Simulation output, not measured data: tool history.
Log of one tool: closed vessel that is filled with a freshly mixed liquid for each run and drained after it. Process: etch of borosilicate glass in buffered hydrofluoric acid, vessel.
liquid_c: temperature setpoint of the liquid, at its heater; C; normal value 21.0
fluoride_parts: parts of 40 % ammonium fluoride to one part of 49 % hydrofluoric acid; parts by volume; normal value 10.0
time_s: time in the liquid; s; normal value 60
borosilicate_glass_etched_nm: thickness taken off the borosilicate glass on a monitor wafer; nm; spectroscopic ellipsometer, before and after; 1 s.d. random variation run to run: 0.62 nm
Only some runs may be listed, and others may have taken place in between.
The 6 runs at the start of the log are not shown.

| run | hour | liquid_c | fluoride_parts | time_s | read-back film thickness of the borosilicate glass reference wafer, read on the same gauge (nm) | borosilicate_glass_etched_nm |
|---|---|---|---|---|---|---|
| 7 | 103.7 | 18.5 | 10.0 | 60 | 69.99 | 50.01 |
| 8 | 117.5 | 18.5 | 10.0 | 60 | 69.97 | 49.67 |
| 9 | 125.6 | 21.0 | 10.0 | 60 | 70.01 | 58.03 |
| 10 | 138.6 | 21.0 | 10.0 | 60 | 69.99 | 57.37 |
| 11 | 147.9 | 21.0 | 10.0 | 60 | 70.02 | 56.60 |
| 12 | 164.1 | 21.0 | 10.0 | 60 | 70.02 | 57.04 |
|  | 168.7 | hydrofluoric acid flow meter replaced |
| 13 | 170.5 | 21.0 | 10.0 | 60 | 69.99 | 64.76 |
|  | 178.2 | gauge calibrated |
| 14 | 182.1 | 21.0 | 10.0 | 70 | 69.99 | 76.02 |
| 15 | 196.6 | 17.0 | 10.0 | 85 | 69.99 | 73.05 |
|  | 202.4 | thermometer replaced |
| 16 | 212.2 | 23.0 | 14.0 | 60 | 70.01 | 50.92 |
| 17 | 222.6 | 21.0 | 8.0 | 60 | 70.01 | 77.76 |
| 18 | 232.7 | 24.5 | 13.5 | 90 | 70.01 | 86.44 |
| 19 | 244.0 | 17.0 | 6.0 | 80 | 70.02 | 110.73 |

Run 20 has not been measured yet. What should we expect?
| 20 | 252.4 | 21.0 | 10.0 | 95 | ? | ? |

{"run 20": {"read-back film thickness of the borosilicate glass reference wafer, read on the same gauge (nm)": 70.0, "borosilicate_glass_etched_nm": 101.62}}
Were there no unlogged condition in the tool, this run, its random variation unchanged, would have produced borosilicate_glass_etched_nm 103.68 nm.
